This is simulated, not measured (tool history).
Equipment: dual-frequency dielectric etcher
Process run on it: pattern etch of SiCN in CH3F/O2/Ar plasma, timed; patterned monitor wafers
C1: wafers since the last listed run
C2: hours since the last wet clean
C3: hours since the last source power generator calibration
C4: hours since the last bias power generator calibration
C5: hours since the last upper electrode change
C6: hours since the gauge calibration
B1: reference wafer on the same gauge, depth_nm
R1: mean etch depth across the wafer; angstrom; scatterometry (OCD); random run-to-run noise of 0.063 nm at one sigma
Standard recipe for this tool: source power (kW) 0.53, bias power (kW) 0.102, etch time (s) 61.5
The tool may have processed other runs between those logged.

run 1 day=0 | source_power_(kW)=0.53 bias_power_(kW)=0.102 etch_time_(s)=61.5 | C1=0 C2=258.6 C3=2550 C4=2963.9 C5=1985.4 C6=56.5 | B1=21.61 | R1=255.2
run 2 day=0.658 | source_power_(kW)=0.53 bias_power_(kW)=0.102 etch_time_(s)=61.5 | C1=146 C2=274.4 C3=2565.8 C4=2979.7 C5=2001.2 C6=72.3 | B1=21.58 | R1=256.9
run 3 day=1.808 | source_power_(kW)=0.46 bias_power_(kW)=0.102 etch_time_(s)=61.5 | C1=255 C2=302 C3=2593.4 C4=3007.3 C5=2028.8 C6=99.9 | B1=21.6 | R1=233.6
run 4 day=4.371 | source_power_(kW)=0.46 bias_power_(kW)=0.102 etch_time_(s)=61.5 | C1=568 C2=363.5 C3=2654.9 C4=3068.8 C5=2090.3 C6=161.4 | B1=21.58 | R1=233.3
run 5 day=4.896 | source_power_(kW)=0.46 bias_power_(kW)=0.102 etch_time_(s)=61.5 | C1=116 C2=376.1 C3=2667.5 C4=3081.4 C5=2102.9 C6=174 | B1=21.61 | R1=232.6
-- day=5.529 source power generator calibrated
run 6 day=5.55 | source_power_(kW)=0.53 bias_power_(kW)=0.102 etch_time_(s)=61.5 | C1=108 C2=391.8 C3=0.5 C4=3097.1 C5=2118.6 C6=189.7 | B1=21.62 | R1=253.9
run 7 day=6.129 | source_power_(kW)=0.49 bias_power_(kW)=0.102 etch_time_(s)=61.5 | C1=128 C2=405.7 C3=14.4 C4=3111 C5=2132.5 C6=203.6 | B1=21.59 | R1=242.3
run 8 day=7.496 | source_power_(kW)=0.53 bias_power_(kW)=0.096 etch_time_(s)=61.5 | C1=303 C2=438.5 C3=47.2 C4=3143.8 C5=2165.3 C6=236.4 | B1=21.58 | R1=243.7
-- day=7.879 gauge calibrated
run 9 day=8.958 | source_power_(kW)=0.53 bias_power_(kW)=0.096 etch_time_(s)=61.5 | C1=324 C2=473.6 C3=82.3 C4=3178.9 C5=2200.4 C6=25.9 | B1=21.6 | R1=243.4
run 10 day=10.029 | source_power_(kW)=0.59 bias_power_(kW)=0.102 etch_time_(s)=61.5 | C1=237 C2=499.3 C3=108 C4=3204.6 C5=2226.1 C6=51.6 | B1=21.6 | R1=267.8
run 11 day=11.183 | source_power_(kW)=0.43 bias_power_(kW)=0.084 etch_time_(s)=61.5 | C1=255 C2=527 C3=135.7 C4=3232.3 C5=2253.8 C6=79.3 | B1=21.6 | R1=195.1

Run 12, settings as shown, results not yet in. Your forecast:
-- day=11.983 bias power generator calibrated
-- day=12.604 wet clean of the chamber
run 12 day=12.625 | source_power_(kW)=0.45 bias_power_(kW)=0.081 etch_time_(s)=46.5 | C1=145 C2=0.5 C3=170.3 C4=15.4 C5=2288.4 C6=113.9 | B1=? | R1=?

B1: 21.58
R1: 154 angstrom
With no hidden state in the tool, this same run would have given R1 153.7 angstrom.
